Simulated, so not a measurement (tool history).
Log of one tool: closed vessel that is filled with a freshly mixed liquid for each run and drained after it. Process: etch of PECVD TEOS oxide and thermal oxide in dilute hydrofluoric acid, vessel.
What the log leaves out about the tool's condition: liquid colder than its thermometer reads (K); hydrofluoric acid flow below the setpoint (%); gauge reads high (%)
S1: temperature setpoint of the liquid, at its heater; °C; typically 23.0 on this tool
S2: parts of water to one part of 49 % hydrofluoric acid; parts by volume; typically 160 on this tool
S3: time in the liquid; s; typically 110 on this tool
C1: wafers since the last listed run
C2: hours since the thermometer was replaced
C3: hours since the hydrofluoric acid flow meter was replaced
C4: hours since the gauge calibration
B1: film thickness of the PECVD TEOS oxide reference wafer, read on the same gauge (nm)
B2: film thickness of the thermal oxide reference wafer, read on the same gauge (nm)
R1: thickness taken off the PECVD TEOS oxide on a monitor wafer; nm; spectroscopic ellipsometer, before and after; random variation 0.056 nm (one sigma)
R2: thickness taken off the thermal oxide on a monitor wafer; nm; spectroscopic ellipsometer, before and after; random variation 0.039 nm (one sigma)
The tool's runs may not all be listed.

{"run": 1, "hour": 0.0, "S1": 23.0, "S2": 160, "S3": 110, "C1": 0, "C2": 1738.5, "C3": 341.8, "C4": 1617.3, "B1": 70.0, "B2": 69.987, "R1": 10.11, "R2": 2.82}
{"run": 2, "hour": 25.2, "S1": 23.0, "S2": 160, "S3": 110, "C1": 3355, "C2": 1763.7, "C3": 367.0, "C4": 1642.5, "B1": 70.0, "B2": 69.982, "R1": 10.14, "R2": 2.797}
{"run": 3, "hour": 59.8, "S1": 23.0, "S2": 160, "S3": 110, "C1": 4606, "C2": 1798.3, "C3": 401.6, "C4": 1677.1, "B1": 70.01, "B2": 69.984, "R1": 10.08, "R2": 2.777}
{"run": 4, "hour": 122.0, "S1": 25.5, "S2": 160, "S3": 110, "C1": 8281, "C2": 1860.5, "C3": 463.8, "C4": 1739.3, "B1": 69.97, "B2": 69.991, "R1": 11.04, "R2": 3.073}
{"run": 5, "hour": 169.1, "S1": 23.0, "S2": 195, "S3": 110, "C1": 6270, "C2": 1907.6, "C3": 510.9, "C4": 1786.4, "B1": 70.04, "B2": 69.99, "R1": 8.0, "R2": 2.218}
{"hour": 210.3, "done": "hydrofluoric acid flow meter replaced"}
{"hour": 227.6, "done": "thermometer replaced"}
{"run": 6, "hour": 229.8, "S1": 23.0, "S2": 195, "S3": 110, "C1": 7815, "C2": 2.2, "C3": 19.5, "C4": 1847.1, "B1": 69.98, "B2": 70.006, "R1": 8.5, "R2": 2.374}
{"run": 7, "hour": 270.0, "S1": 18.5, "S2": 95, "S3": 65, "C1": 5352, "C2": 42.4, "C3": 59.7, "C4": 1887.3, "B1": 70.0, "B2": 69.994, "R1": 9.54, "R2": 2.668}
{"run": 8, "hour": 302.3, "S1": 21.0, "S2": 100, "S3": 110, "C1": 4300, "C2": 74.7, "C3": 92.0, "C4": 1919.6, "B1": 70.0, "B2": 69.994, "R1": 17.03, "R2": 4.79}
{"run": 9, "hour": 346.3, "S1": 27.5, "S2": 160, "S3": 110, "C1": 5858, "C2": 118.7, "C3": 136.0, "C4": 1963.6, "B1": 70.01, "B2": 69.978, "R1": 12.74, "R2": 3.448}
{"run": 10, "hour": 388.3, "S1": 28.0, "S2": 160, "S3": 170, "C1": 5591, "C2": 160.7, "C3": 178.0, "C4": 2005.6, "B1": 69.99, "B2": 69.98, "R1": 20.02, "R2": 5.571}
{"run": 11, "hour": 459.9, "S1": 23.0, "S2": 160, "S3": 110, "C1": 9532, "C2": 232.3, "C3": 249.6, "C4": 2077.2, "B1": 70.04, "B2": 70.012, "R1": 10.67, "R2": 2.931}
{"run": 12, "hour": 494.6, "S1": 23.0, "S2": 160, "S3": 110, "C1": 4619, "C2": 267.0, "C3": 284.3, "C4": 2111.9, "B1": 70.03, "B2": 70.003, "R1": 10.63, "R2": 2.985}
{"run": 13, "hour": 557.7, "S1": 19.5, "S2": 220, "S3": 145, "C1": 8401, "C2": 330.1, "C3": 347.4, "C4": 2175.0, "B1": 70.04, "B2": 69.999, "R1": 8.37, "R2": 2.357}
{"run": 14, "hour": 606.8, "S1": 19.0, "S2": 110, "S3": 160, "C1": 6537, "C2": 379.2, "C3": 396.5, "C4": 2224.1, "B1": 69.99, "B2": 69.996, "R1": 20.15, "R2": 5.656}
{"run": 15, "hour": 668.9, "S1": 23.0, "S2": 120, "S3": 110, "C1": 8267, "C2": 441.3, "C3": 458.6, "C4": 2286.2, "B1": 69.97, "B2": 70.011, "R1": 14.81, "R2": 4.13}
{"hour": 760.7, "done": "gauge calibrated"}
{"run": 16, "hour": 761.4, "S1": 23.0, "S2": 160, "S3": 110, "C1": 12315, "C2": 533.8, "C3": 551.1, "C4": 0.7, "B1": 70.03, "B2": 70.001, "R1": 10.57, "R2": 2.863}
{"hour": 763.8, "done": "hydrofluoric acid flow meter replaced"}
{"run": 17, "hour": 790.0, "S1": 23.0, "S2": 215, "S3": 110, "C1": 3674, "C2": 562.4, "C3": 26.2, "C4": 29.3, "B1": 70.01, "B2": 69.999, "R1": 7.49, "R2": 2.034}
{"run": 18, "hour": 823.2, "S1": 19.0, "S2": 235, "S3": 125, "C1": 4420, "C2": 595.6, "C3": 59.4, "C4": 62.5, "B1": 70.0, "B2": 69.999, "R1": 6.53, "R2": 1.825}
{"run": 19, "hour": 876.2, "S1": 26.5, "S2": 90, "S3": 160, "C1": 7056, "C2": 648.6, "C3": 112.4, "C4": 115.5, "B1": 70.02, "B2": 69.993, "R1": 33.96, "R2": 9.682}
{"run": 20, "hour": 907.5, "S1": 23.0, "S2": 160, "S3": 110, "C1": 4167, "C2": 679.9, "C3": 143.7, "C4": 146.8, "B1": 70.03, "B2": 70.006, "R1": 10.5, "R2": 2.924}
{"run": 21, "hour": 961.6, "S1": 20.0, "S2": 195, "S3": 75, "C1": 7202, "C2": 734.0, "C3": 197.8, "C4": 200.9, "B1": 70.02, "B2": 69.992, "R1": 5.04, "R2": 1.376}
{"run": 22, "hour": 1022.6, "S1": 27.5, "S2": 160, "S3": 110, "C1": 8121, "C2": 795.0, "C3": 258.8, "C4": 261.9, "B1": 70.01, "B2": 70.007, "R1": 12.43, "R2": 3.462}
{"run": 23, "hour": 1085.5, "S1": 20.0, "S2": 85, "S3": 160, "C1": 8374, "C2": 857.9, "C3": 321.7, "C4": 324.8, "B1": 70.01, "B2": 69.986, "R1": 27.74, "R2": 7.721}
{"run": 24, "hour": 1135.6, "S1": 25.5, "S2": 225, "S3": 110, "C1": 6670, "C2": 908.0, "C3": 371.8, "C4": 374.9, "B1": 70.02, "B2": 70.014, "R1": 7.61, "R2": 2.056}
{"run": 25, "hour": 1170.5, "S1": 25.0, "S2": 160, "S3": 170, "C1": 4646, "C2": 942.9, "C3": 406.7, "C4": 409.8, "B1": 70.0, "B2": 70.013, "R1": 17.5, "R2": 4.847}
{"run": 26, "hour": 1204.8, "S1": 23.0, "S2": 225, "S3": 110, "C1": 4566, "C2": 977.2, "C3": 441.0, "C4": 444.1, "B1": 70.01, "B2": 70.009, "R1": 6.92, "R2": 1.925}
{"run": 27, "hour": 1264.9, "S1": 24.5, "S2": 225, "S3": 50, "C1": 8001, "C2": 1037.3, "C3": 501.1, "C4": 504.2, "B1": 69.99, "B2": 69.991, "R1": 3.34, "R2": 0.928}

Hidden state, per run?
hydrofluoric acid flow below the setpoint (%): 0 on each run
gauge reads high (%): 0 on each run
H1: liquid colder than its thermometer reads (K)
run=1 H1=1.75
run=2 H1=1.77
run=3 H1=1.8
run=4 H1=1.86
run=5 H1=1.9
run=6 H1=0.0748
run=7 H1=0.109
run=8 H1=0.136
run=9 H1=0.173
run=10 H1=0.208
run=11 H1=0.268
run=12 H1=0.298
run=13 H1=0.351
run=14 H1=0.392
run=15 H1=0.444
run=16 H1=0.522
run=17 H1=0.546
run=18 H1=0.574
run=19 H1=0.619
run=20 H1=0.645
run=21 H1=0.691
run=22 H1=0.742
run=23 H1=0.795
run=24 H1=0.837
run=25 H1=0.867
run=26 H1=0.895
run=27 H1=0.946

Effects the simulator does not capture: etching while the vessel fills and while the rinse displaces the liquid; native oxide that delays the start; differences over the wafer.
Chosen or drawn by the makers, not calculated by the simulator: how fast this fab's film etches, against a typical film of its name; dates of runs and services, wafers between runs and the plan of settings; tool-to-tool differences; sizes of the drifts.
